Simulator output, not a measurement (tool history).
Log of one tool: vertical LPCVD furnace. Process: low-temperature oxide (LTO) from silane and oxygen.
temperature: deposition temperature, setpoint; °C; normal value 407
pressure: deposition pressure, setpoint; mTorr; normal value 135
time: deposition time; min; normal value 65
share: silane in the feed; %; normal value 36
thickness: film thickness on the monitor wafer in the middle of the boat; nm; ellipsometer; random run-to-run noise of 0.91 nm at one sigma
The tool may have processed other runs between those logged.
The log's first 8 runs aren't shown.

| run | hour | temperature | pressure | time | share | read-back reference wafer on the same gauge, thickness | thickness |
|---|---|---|---|---|---|---|---|
|  | 591.2 | pressure gauge zeroed |
| 9 | 612.7 | 407 | 135 | 65 | 36 | 308.87 | 339.39 |
| 10 | 654.8 | 407 | 135 | 65 | 36 | 309.06 | 340.87 |
| 11 | 725 | 407 | 135 | 65 | 36 | 308.9 | 341.97 |
| 12 | 777.7 | 407 | 145 | 65 | 35 | 309.17 | 353.25 |
| 13 | 837.1 | 407 | 145 | 65 | 35 | 309.15 | 353.53 |
| 14 | 881 | 407 | 145 | 65 | 35 | 309.13 | 354.6 |
| 15 | 948.2 | 402 | 135 | 65 | 36 | 309.06 | 323.11 |
| 16 | 972.7 | 395 | 135 | 65 | 34 | 309.04 | 276.71 |
|  | 1046.2 | silane flow controller replaced |
| 17 | 1046.7 | 402 | 120 | 74.5 | 36 | 308.8 | 330.17 |
| 18 | 1102.9 | 407 | 135 | 47.5 | 39 | 308.84 | 277.15 |
| 19 | 1167 | 407 | 135 | 55.5 | 36 | 309.02 | 292.93 |

The next listed run, before its measurement:
| 20 | 1227.6 | 407 | 135 | 41.5 | 36 | ? | ? |

read-back reference wafer on the same gauge, thickness: 309.06
thickness: 218.8 nm
Take away the tool's hidden state, keep the run-to-run variation as it was, and the same run would have given thickness 208.05 nm.
